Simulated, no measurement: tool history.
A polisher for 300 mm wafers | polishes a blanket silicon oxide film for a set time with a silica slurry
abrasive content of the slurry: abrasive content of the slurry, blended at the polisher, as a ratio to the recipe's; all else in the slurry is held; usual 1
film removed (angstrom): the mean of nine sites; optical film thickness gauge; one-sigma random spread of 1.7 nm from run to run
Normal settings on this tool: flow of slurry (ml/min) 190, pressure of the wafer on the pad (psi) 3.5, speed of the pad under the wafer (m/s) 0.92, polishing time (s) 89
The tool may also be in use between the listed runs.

run    hour  flow of slurry (ml/min)  pressure of the wafer on the pad (psi)  speed of the pad under the wafer (m/s)  abrasive content of the slurry  polishing time (s)  wafers since the last listed run  wafers polished on this pad  hours since the slurry nozzle was cleaned  hours since the head pressure was calibrated  hours since the slurry blender was calibrated  hours since the conditioning disc was replaced  incoming thickness of the incoming film, nm  film removed (angstrom)
  1       0                      190                                     3.5                                    0.92                             1.2                  89                                 0                          103                                      695.7                                         599.9                                          157.2                                           226.4                                       1807.2                     2455
       32.2  -- slurry nozzle cleaned
       43.6  -- head pressure recalibrated
  2    48.6                      190                                     3.5                                    0.92                             1.2                  89                               487                          591                                       16.4                                             5                                          205.8                                             275                                       1826.2                     2500
  3   104.8                      190                                     3.5                                    0.92                             1.2                  89                               600                         1192                                       72.6                                          61.2                                            262                                           331.2                                       1817.6                     2489
      124.8  -- slurry blender recalibrated
  4   147.1                      190                                     3.5                                    0.92                               1                  89                               430                         1623                                      114.9                                         103.5                                           22.3                                           373.5                                         1848                     2391
      171.4  -- conditioning disc replaced and pad reconditioned
  5   187.2                      190                                     3.5                                    0.92                               1                  89                               407                         2030                                        155                                         143.6                                           62.4                                            15.8                                       1845.9                     2360
  6   230.7                      190                                     3.5                                    0.92                               1                  89                               465                         2495                                      198.5                                         187.1                                          105.9                                            59.3                                       1819.7                     2348
  7   280.6                      190                                     3.5                                    0.92                             0.8                  89                               533                         3029                                      248.4                                           237                                          155.8                                           109.2                                       1806.2                     2107
  8   326.7                      190                                     3.5                                    0.92                             0.8                  89                               492                         3522                                      294.5                                         283.1                                          201.9                                           155.3                                       1823.5                     2097
      343.1  -- worn pad replaced by a new one
  9   380.3                      135                                     3.5                                    0.92                               1                  89                               530                          397                                      348.1                                         336.7                                          255.5                                           208.9                                       1812.8                     2085
 10     444                      190                                     4.7                                    0.64                               1                  89                               681                         1078                                      411.8                                         400.4                                          319.2                                           272.6                                       1824.8                     2025
      464.2  -- slurry blender recalibrated
 11   502.7                      225                                     3.5                                    0.82                             0.7                  67                               606                         1685                                      470.5                                         459.1                                           38.5                                           331.3                                       1808.3                     1430
      526.2  -- conditioning disc replaced and pad reconditioned
 12   536.9                      190                                     3.5                                    1.08                               1                  89                               344                         2029                                      504.7                                         493.3                                           72.7                                            10.7                                       1779.6                     2628
 13   577.6                      210                                     3.5                                    0.92                             1.2                  89                               435                         2464                                      545.4                                           534                                          113.4                                            51.4                                       1821.5                     2503
 14   607.6                      190                                     2.8                                    0.92                             0.8                  63                               320                         2785                                      575.4                                           564                                          143.4                                            81.4                                       1836.7                     1273
        623  -- slurry nozzle cleaned
 15   638.3                      190                                     3.5                                    0.92                               1                  89                               317                         3102                                       15.3                                         594.7                                          174.1                                           112.1                                       1828.7                     2288
      661.4  -- worn pad replaced by a new one
 16   679.6                      190                                     2.4                                    1.18                               1                  89                               398                          194                                       56.6                                           636                                          215.4                                           153.4                                       1858.6                     2158
      740.6  -- head pressure recalibrated
      766.7  -- slurry blender recalibrated
 17   809.8                      190                                     3.5                                    0.92                               1                  89                              1349                         1544                                      186.8                                          69.2                                           43.1                                           283.6                                       1824.8                     2373
      849.1  -- conditioning disc replaced and pad reconditioned
 18   929.8                      190                                     3.5                                    0.92                             0.8                  89                              1261                         2805                                      306.8                                         189.2                                          163.1                                            80.7                                       1824.6                     2079
      934.6  -- worn pad replaced by a new one
 19   980.2                      230                                     3.5                                    0.92                            0.75                 106                               496                          487                                      357.2                                         239.6                                          213.5                                           131.1                                       1816.8                     2464
 20  1023.7                      190                                     3.5                                    0.62                               1                  89                               465                          952                                      400.7                                         283.1                                            257                                           174.6                                       1814.6                     1626
 21  1062.2                      190                                     3.5                                    0.92                               1                  89                               411                         1363                                      439.2                                         321.6                                          295.5                                           213.1                                       1799.1                     2225
 22  1118.8                      190                                     3.5                                    0.92                            1.15                  89                               605                         1969                                      495.8                                         378.2                                          352.1                                           269.7                                       1849.9                     2308
     1122.1  -- slurry blender recalibrated
     1153.4  -- conditioning disc replaced and pad reconditioned
 23    1175                      190                                     3.5                                    0.92                               1                  89                               558                         2527                                        552                                         434.4                                           52.9                                            21.6                                       1823.2                     2348
     1194.2  -- slurry nozzle cleaned
     1217.8  -- worn pad replaced by a new one
 24  1249.9                      190                                     3.5                                    0.92                               1                  64                               747                          343                                       55.7                                         509.3                                          127.8                                            96.5                                       1812.6                     1646

Hidden condition of the tool, last listed run before each entry between runs versus first listed run after:
Between runs 1 and 2: slurry nozzle cleaned (hour 32.2); head pressure recalibrated (hour 43.6)
  deviation of the head's pressure from its setpoint, %: -3.85 -> 0.129; abrasive missing from the slurry, %: 9.15 -> 11.8
  measured less the result without the state, film removed (angstrom): -156 -> -114
Between runs 3 and 4: slurry blender recalibrated (hour 124.8)
  deviation of the head's pressure from its setpoint, %: -0.776 -> -1.33; abrasive missing from the slurry, %: 14.9 -> 1.63
  measured less the result without the state, film removed (angstrom): -164 -> -38
Between runs 4 and 5: conditioning disc replaced and pad reconditioned (hour 171.4)
  deviation of the head's pressure from its setpoint, %: -1.33 -> -1.77; abrasive missing from the slurry, %: 1.63 -> 3.82
  measured less the result without the state, film removed (angstrom): -38 -> -66
Between runs 8 and 9: worn pad replaced by a new one (hour 343.1)
  deviation of the head's pressure from its setpoint, %: -2.82 -> -3.09; abrasive missing from the slurry, %: 11.4 -> 14.4
  measured less the result without the state, film removed (angstrom): -157 -> -181
Between runs 10 and 11: slurry blender recalibrated (hour 464.2)
  deviation of the head's pressure from its setpoint, %: -3.33 -> -3.51; abrasive missing from the slurry, %: 17.9 -> 2.84
  measured less the result without the state, film removed (angstrom): -217 -> -55
Between runs 11 and 12: conditioning disc replaced and pad reconditioned (hour 526.2)
  deviation of the head's pressure from its setpoint, %: -3.51 -> -3.59; abrasive missing from the slurry, %: 2.84 -> 4.71
  measured less the result without the state, film removed (angstrom): -55 -> -118
Between runs 14 and 15: slurry nozzle cleaned (hour 623)
  deviation of the head's pressure from its setpoint, %: -3.73 -> -3.78; abrasive missing from the slurry, %: 8.57 -> 10.3
  measured less the result without the state, film removed (angstrom): -85 -> -164
Between runs 15 and 16: worn pad replaced by a new one (hour 661.4)
  deviation of the head's pressure from its setpoint, %: -3.78 -> -3.83; abrasive missing from the slurry, %: 10.3 -> 12.5
  measured less the result without the state, film removed (angstrom): -164 -> -179
Between runs 16 and 17: head pressure recalibrated (hour 740.6); slurry blender recalibrated (hour 766.7)
  deviation of the head's pressure from its setpoint, %: -3.83 -> -1.3; abrasive missing from the slurry, %: 12.5 -> 3.26
  measured less the result without the state, film removed (angstrom): -179 -> -53
Between runs 17 and 18: conditioning disc replaced and pad reconditioned (hour 849.1)
  deviation of the head's pressure from its setpoint, %: -1.3 -> -2.59; abrasive missing from the slurry, %: 3.26 -> 9.82
  measured less the result without the state, film removed (angstrom): -53 -> -135
Between runs 18 and 19: worn pad replaced by a new one (hour 934.6)
  deviation of the head's pressure from its setpoint, %: -2.59 -> -2.97; abrasive missing from the slurry, %: 9.82 -> 12.6
  measured less the result without the state, film removed (angstrom): -135 -> -207
Between runs 22 and 23: slurry blender recalibrated (hour 1122.1); conditioning disc replaced and pad reconditioned (hour 1153.4)
  deviation of the head's pressure from its setpoint, %: -3.66 -> -3.85; abrasive missing from the slurry, %: 20.1 -> 6.25
  measured less the result without the state, film removed (angstrom): -268 -> -126
Between runs 23 and 24: slurry nozzle cleaned (hour 1194.2); worn pad replaced by a new one (hour 1217.8)
  deviation of the head's pressure from its setpoint, %: -3.85 -> -4.04; abrasive missing from the slurry, %: 6.25 -> 10.3
  measured less the result without the state, film removed (angstrom): -126 -> -122

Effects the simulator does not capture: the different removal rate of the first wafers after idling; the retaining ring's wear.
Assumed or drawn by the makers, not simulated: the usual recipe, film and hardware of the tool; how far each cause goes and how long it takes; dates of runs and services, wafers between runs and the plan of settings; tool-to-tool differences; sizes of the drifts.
